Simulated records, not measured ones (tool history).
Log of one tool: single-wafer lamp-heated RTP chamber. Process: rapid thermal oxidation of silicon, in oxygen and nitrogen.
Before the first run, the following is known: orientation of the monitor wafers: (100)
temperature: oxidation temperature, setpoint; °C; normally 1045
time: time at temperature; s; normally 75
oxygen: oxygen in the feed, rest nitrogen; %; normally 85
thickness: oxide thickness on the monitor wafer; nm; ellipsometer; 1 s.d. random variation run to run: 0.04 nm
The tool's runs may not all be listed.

run,hour,temperature,time,oxygen,"read-back reference wafer on the same gauge, thickness",thickness
1,0,1045,75,85,8.41,9.495
2,46.8,1045,75,85,8.405,9.498
3,139.1,1045,75,85,8.409,9.515
4,225.5,1045,75,85,8.398,9.476
# hour 271: pyrometer window cleaned and pyrometer calibrated
5,289.4,1045,75,98,8.405,9.92
6,384.3,1045,75,98,8.417,10.018
7,470.6,1045,75,98,8.414,9.907
8,559.7,1045,75,85,8.411,9.478
9,596.3,1045,75,85,8.415,9.497
10,632.9,1045,75,85,8.406,9.484
11,670.4,1045,75,85,8.419,9.449
12,762.7,1045,75,85,8.416,9.479
# hour 819: pyrometer window cleaned and pyrometer calibrated
13,842.3,1045,75,85,8.403,9.415
# hour 1005.6: oxygen flow controller replaced
14,1044.7,1045,75,92,8.404,9.721
15,1087.3,1045,75,85,8.425,9.518
16,1139,1045,75,85,8.401,9.488
17,1198.3,1045,75,85,8.415,9.473
18,1345.2,1045,97,85,8.412,10.636
19,1434.4,1037,100,71,8.409,9.607
# hour 1450.4: pyrometer window cleaned and pyrometer calibrated
20,1480.3,1045,39,98,8.414,7.477
21,1572.5,1045,75,85,8.408,9.479
# hour 1606.5: gauge calibrated
22,1610.9,1045,52,96,8.409,8.377
23,1696.7,1045,75,77,8.412,9.164
24,1775.9,1026,54,65,8.389,6.557
25,1812.8,1045,97,85,8.417,10.569
26,1877.7,1045,75,85,8.423,9.476
27,1951.4,1070,107,98,8.429,13.973
# hour 2014.4: pyrometer window cleaned and pyrometer calibrated
28,2014.9,1045,47,85,8.408,7.68

For run 29, what comes out?
29,2067.5,1045,75,85,?,?

{"run 29": {"read-back reference wafer on the same gauge, thickness": 8.414, "thickness": 9.445}}
Without the tool's hidden state the same run would have given thickness 9.445 nm.
